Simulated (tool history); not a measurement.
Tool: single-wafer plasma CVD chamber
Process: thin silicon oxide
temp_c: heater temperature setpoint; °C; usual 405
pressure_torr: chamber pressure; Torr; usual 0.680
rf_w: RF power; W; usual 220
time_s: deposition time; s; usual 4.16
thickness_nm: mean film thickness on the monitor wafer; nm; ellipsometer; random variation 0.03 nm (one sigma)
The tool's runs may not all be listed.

| run | hour | temp_c | pressure_torr | rf_w | time_s | read-back reference wafer on the same gauge, thickness_nm | thickness_nm |
|---|---|---|---|---|---|---|---|
| 1 | 0.0 | 393 | 0.680 | 220 | 4.16 | 7.021 | 5.919 |
| 2 | 115.9 | 393 | 0.680 | 220 | 4.16 | 7.014 | 5.880 |
| 3 | 166.4 | 405 | 0.680 | 220 | 4.16 | 7.018 | 5.828 |
| 4 | 230.1 | 405 | 0.680 | 220 | 4.16 | 7.004 | 5.771 |
|  | 296.2 | thermocouple changed; heater temperature recalibrated |
| 5 | 300.0 | 405 | 0.680 | 220 | 4.16 | 7.027 | 5.791 |
|  | 327.3 | RF generator calibrated |
| 6 | 408.0 | 405 | 0.680 | 220 | 4.16 | 7.005 | 5.914 |
| 7 | 705.7 | 405 | 0.680 | 220 | 4.16 | 7.027 | 5.863 |
|  | 741.2 | showerhead replaced |
| 8 | 765.8 | 405 | 0.680 | 220 | 4.16 | 7.017 | 5.834 |
|  | 811.9 | gauge calibrated |
| 9 | 842.7 | 405 | 0.680 | 220 | 4.16 | 7.020 | 5.835 |
|  | 929.8 | capacitance manometer re-zeroed and calibrated |
| 10 | 930.3 | 405 | 0.680 | 220 | 4.16 | 7.012 | 6.058 |
| 11 | 1003.7 | 405 | 0.680 | 210 | 4.97 | 7.020 | 7.088 |
| 12 | 1046.1 | 405 | 0.628 | 220 | 4.16 | 7.028 | 5.740 |
| 13 | 1152.1 | 398 | 0.781 | 235 | 4.16 | 7.021 | 6.812 |
| 14 | 1207.1 | 405 | 0.680 | 220 | 4.16 | 7.016 | 6.023 |
| 15 | 1266.3 | 405 | 0.680 | 220 | 4.70 | 7.024 | 6.807 |
| 16 | 1350.6 | 405 | 0.680 | 220 | 4.16 | 7.026 | 6.011 |
|  | 1363.0 | thermocouple changed; heater temperature recalibrated |
| 17 | 1409.7 | 405 | 0.680 | 235 | 4.16 | 7.005 | 6.097 |
| 18 | 1485.3 | 393 | 0.680 | 220 | 4.16 | 7.024 | 6.008 |
| 19 | 1547.7 | 405 | 0.769 | 220 | 4.86 | 7.017 | 7.543 |
| 20 | 1595.9 | 396 | 0.680 | 255 | 4.48 | 7.020 | 6.733 |
| 21 | 1693.5 | 405 | 0.581 | 220 | 3.85 | 7.020 | 4.961 |
| 22 | 1770.2 | 405 | 0.680 | 220 | 4.16 | 7.025 | 5.953 |
| 23 | 1861.8 | 405 | 0.680 | 220 | 4.89 | 7.020 | 6.897 |
| 24 | 1913.1 | 405 | 0.680 | 205 | 4.16 | 7.021 | 5.752 |
| 25 | 1953.0 | 418 | 0.753 | 220 | 4.71 | 7.015 | 6.994 |
| 26 | 1999.9 | 393 | 0.680 | 220 | 4.49 | 7.031 | 6.409 |
| 27 | 2064.0 | 405 | 0.680 | 220 | 4.16 | 7.027 | 5.853 |

Measured less the same run without the tool's hidden state. The same run-to-run variation is in both; the gauge's scatter may not be:
The hidden state here: wafer temperature above the value expected at the setpoint (K); delivered RF power above the setpoint (%); true pressure above the setpoint (%); gauge reads high (%).
| run | thickness_nm |
|---|---|
| 1 | -0.267 |
| 2 | -0.286 |
| 3 | -0.293 |
| 4 | -0.301 |
| 5 | -0.315 |
| 6 | -0.213 |
| 7 | -0.264 |
| 8 | -0.273 |
| 9 | -0.286 |
| 10 | -0.059 |
| 11 | -0.087 |
| 12 | -0.075 |
| 13 | -0.107 |
| 14 | -0.107 |
| 15 | -0.131 |
| 16 | -0.131 |
| 17 | -0.144 |
| 18 | -0.155 |
| 19 | -0.204 |
| 20 | -0.195 |
| 21 | -0.158 |
| 22 | -0.203 |
| 23 | -0.254 |
| 24 | -0.229 |
| 25 | -0.271 |
| 26 | -0.263 |
| 27 | -0.252 |
